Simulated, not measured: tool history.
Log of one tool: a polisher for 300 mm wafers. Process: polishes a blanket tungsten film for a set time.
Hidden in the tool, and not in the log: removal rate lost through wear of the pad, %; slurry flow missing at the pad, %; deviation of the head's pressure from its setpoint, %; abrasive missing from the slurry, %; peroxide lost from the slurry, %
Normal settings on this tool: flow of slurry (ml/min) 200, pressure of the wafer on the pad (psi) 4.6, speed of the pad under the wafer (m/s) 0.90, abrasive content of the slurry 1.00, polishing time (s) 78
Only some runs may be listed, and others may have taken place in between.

run,hour,flow of slurry (ml/min),pressure of the wafer on the pad (psi),speed of the pad under the wafer (m/s),abrasive content of the slurry,polishing time (s),wafers since the last listed run,wafers polished on this pad,hours since the slurry nozzle was cleaned,hours since the head pressure was calibrated,hours since the slurry blender was calibrated,hours since the slurry got fresh peroxide,"incoming thickness of the incoming film, nm",film removed (nm)
1,0.0,200,4.6,0.90,1.00,78,0,1407,77.0,15.7,65.6,445.0,1155.7,308.8
2,39.2,200,4.6,0.90,1.00,78,268,1676,116.2,54.9,104.8,484.2,1170.7,323.3
3,101.4,145,4.6,0.90,1.00,78,426,2102,178.4,117.1,167.0,546.4,1163.3,296.7
# hour 185.6: slurry tank refilled with fresh slurry and peroxide
4,192.1,200,4.6,0.90,1.00,78,614,2717,269.1,207.8,257.7,6.5,1152.7,337.6
5,255.1,200,3.7,0.68,1.00,78,431,3149,332.1,270.8,320.7,69.5,1160.1,202.5
6,317.5,200,4.6,0.74,1.00,71,427,3576,394.5,333.2,383.1,131.9,1168.7,246.0
# hour 366.1: worn pad replaced by a new one, of another model than before
7,411.2,250,4.6,0.90,0.85,78,614,309,488.2,426.9,476.8,225.6,1159.4,318.9
8,502.1,140,4.6,0.90,1.00,78,622,931,579.1,517.8,567.7,316.5,1154.1,313.4
# hour 528.3: slurry nozzle cleaned
# hour 537.1: slurry blender recalibrated
9,546.7,200,4.6,0.90,1.00,78,285,1216,18.4,562.4,9.6,361.1,1158.4,309.9
# hour 607.6: head pressure recalibrated
10,622.0,165,4.6,0.90,1.00,78,502,1719,93.7,14.4,84.9,436.4,1168.6,314.9
11,718.4,200,4.1,0.90,1.00,78,660,2379,190.1,110.8,181.3,532.8,1178.7,299.7
12,802.2,200,5.4,0.90,1.15,78,574,2953,273.9,194.6,265.1,616.6,1172.6,371.2
13,838.5,200,4.6,0.90,1.00,59,248,3202,310.2,230.9,301.4,652.9,1143.0,235.8
# hour 889.8: slurry tank refilled with fresh slurry and peroxide
14,914.2,200,4.6,0.90,1.00,78,511,3714,385.9,306.6,377.1,24.4,1135.7,339.8
15,986.6,260,4.6,0.90,0.80,78,496,4210,458.3,379.0,449.5,96.8,1161.3,329.8
16,1038.8,165,4.6,0.90,1.00,78,357,4568,510.5,431.2,501.7,149.0,1174.9,318.9
# hour 1087.0: worn pad replaced by a new one
# hour 1087.1: slurry blender recalibrated
17,1104.1,175,4.6,0.90,1.00,78,419,116,575.8,496.5,17.0,214.3,1142.8,319.2
# hour 1116.5: slurry nozzle cleaned
18,1143.3,200,4.6,0.80,1.15,78,261,378,26.8,535.7,56.2,253.5,1174.0,306.5
19,1235.9,200,4.6,0.74,1.00,71,634,1012,119.4,628.3,148.8,346.1,1166.4,255.9
# hour 1285.9: head pressure recalibrated
20,1308.4,150,4.6,0.90,1.30,78,483,1495,191.9,22.5,221.3,418.6,1165.9,328.1
21,1354.2,175,4.6,0.90,1.00,103,313,1809,237.7,68.3,267.1,464.4,1183.3,425.5
22,1415.9,200,5.9,0.90,0.70,78,422,2232,299.4,130.0,328.8,526.1,1180.2,356.0
23,1515.7,200,4.6,1.20,1.20,78,683,2916,399.2,229.8,428.6,625.9,1160.6,397.2
# hour 1553.9: slurry tank refilled with fresh slurry and peroxide
24,1562.8,200,4.6,0.90,1.00,78,315,3232,446.3,276.9,475.7,8.9,1160.3,345.1
25,1645.1,200,4.6,0.66,1.00,87,563,3796,528.6,359.2,558.0,91.2,1161.5,302.5

Consider 5 possible next runs. They are alternatives, not a sequence: every one starts from the tool as it was left by run 25. What does each give?
A,1645.5,200,3.7,0.90,1.00,78,2,3798,529.0,359.6,558.4,91.6,1162.3,?
B,1645.5,230,4.6,0.90,1.00,78,2,3798,529.0,359.6,558.4,91.6,1162.3,?
C,1645.5,240,4.6,0.90,1.00,89,2,3798,529.0,359.6,558.4,91.6,1162.3,?
D,1645.5,170,4.6,1.04,0.85,78,2,3798,529.0,359.6,558.4,91.6,1162.3,?
E,1645.5,230,4.6,1.14,1.00,78,2,3798,529.0,359.6,558.4,91.6,1162.3,?

run,film removed (nm)
A,284.0
B,338.9
C,388.1
D,348.6
E,396.6
With no hidden state in the tool, these same runs would have given:
run,film removed (nm)
A,293.3
B,349.9
C,400.7
D,359.9
E,409.5
